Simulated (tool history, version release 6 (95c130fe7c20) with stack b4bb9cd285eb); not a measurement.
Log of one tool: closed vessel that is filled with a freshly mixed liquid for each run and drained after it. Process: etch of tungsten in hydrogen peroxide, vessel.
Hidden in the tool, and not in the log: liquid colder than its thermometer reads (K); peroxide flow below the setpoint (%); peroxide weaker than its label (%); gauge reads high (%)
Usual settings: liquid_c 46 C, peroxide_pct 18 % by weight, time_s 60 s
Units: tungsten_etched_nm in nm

run,day,liquid_c,peroxide_pct,time_s,wafers since the last listed run,hours since the thermometer was replaced,hours since the peroxide flow meter was replaced,hours since the drum of peroxide was connected,hours since the gauge calibration,"read-back film thickness of the tungsten reference wafer, read on the same gauge (nm)",tungsten_etched_nm
1,0,46,22,60,0,1070.6,2160.2,1240.5,316.9,59.99,107.92
2,0.283,46,15.5,60,748,1077.4,2167,1247.3,323.7,59.98,90.79
3,0.654,46,15.5,60,980,1086.3,2175.9,1256.2,332.6,60.02,90.39
4,1.146,46,15.5,60,1299,1098.1,2187.7,1268,344.4,59.98,90.29
5,1.608,46,18,60,1222,1109.2,2198.8,1279.1,355.5,59.97,97.27
6,1.917,50,18,60,814,1116.6,2206.2,1286.5,362.9,59.99,124.94
7,2.254,50,18,60,892,1124.7,2214.3,1294.6,371,60.01,124.63
8,2.979,42.5,18,60,1916,1142.1,2231.7,1312,388.4,60,77.44
9,3.6,42.5,18,60,1640,1157,2246.6,1326.9,403.3,60.02,77.49
10,4.154,39.5,18,60,1464,1170.3,2259.9,1340.2,416.6,59.98,63.31
11,4.875,46,18,45,1905,1187.6,2277.2,1357.5,433.9,59.99,72.21
12,5.462,46,18,45,1552,1201.7,2291.3,1371.6,448,59.99,72.16
# day 5.842: new drum of peroxide connected
# day 5.883: peroxide flow meter replaced
13,6.179,46,18,85,1673,1218.9,7.1,8.1,465.2,59.98,141.93
# day 6.55: gauge calibrated
14,6.729,46,18,85,1453,1232.1,20.3,21.3,4.3,60.02,142.96
15,8.208,54,22.5,80,3909,1267.6,55.8,56.8,39.8,59.99,244.53
16,8.571,37.5,18,45,958,1276.3,64.5,65.5,48.5,60.02,43.14
17,8.825,46,18,60,671,1282.4,70.6,71.6,54.6,60,99.75
18,9.321,46,15.5,80,1310,1294.3,82.5,83.5,66.5,60,123.96
19,9.788,46,18,60,1233,1305.5,93.7,94.7,77.7,59.98,99.83
20,10.321,46,13,90,1409,1318.3,106.5,107.5,90.5,59.95,127.09
21,10.829,46,15.5,60,1343,1330.5,118.7,119.7,102.7,60.02,91.96
22,11.575,53.5,16.5,30,1971,1348.4,136.6,137.6,120.6,59.97,75.5
23,12.296,38,22,75,1905,1365.7,153.9,154.9,137.9,60,81.27
24,12.821,53.5,13,50,1387,1378.3,166.5,167.5,150.5,59.99,111.46
# day 13: thermometer replaced
25,13.175,46,22,60,825,4.2,175,176,159,60,118.42
26,13.738,49.5,20.5,90,1486,17.7,188.5,189.5,172.5,59.98,211.21
27,14.108,41.5,16.5,60,980,26.6,197.4,198.4,181.4,59.99,76.75
28,14.754,46,18,60,1706,42.1,212.9,213.9,196.9,60.02,106.41
29,15.404,46,18,30,1717,57.7,228.5,229.5,212.5,59.96,53.12
30,16.096,46,20,60,1828,74.3,245.1,246.1,229.1,59.98,112.2
31,16.771,46,18,75,1784,90.5,261.3,262.3,245.3,60,132.54

Forecast each of these 3 alternatives for the next run:
A,16.8,46,18,80,77,91.2,262,263,246,?,?
B,16.8,42,20,75,77,91.2,262,263,246,?,?
C,16.8,46,19.5,35,77,91.2,262,263,246,?,?

run,"read-back film thickness of the tungsten reference wafer, read on the same gauge (nm)",tungsten_etched_nm
A,60,141.19
B,60,108.21
C,60,64.29
Without the tool's hidden state the same runs would have given:
run,tungsten_etched_nm
A,145.06
B,111.22
C,66.06

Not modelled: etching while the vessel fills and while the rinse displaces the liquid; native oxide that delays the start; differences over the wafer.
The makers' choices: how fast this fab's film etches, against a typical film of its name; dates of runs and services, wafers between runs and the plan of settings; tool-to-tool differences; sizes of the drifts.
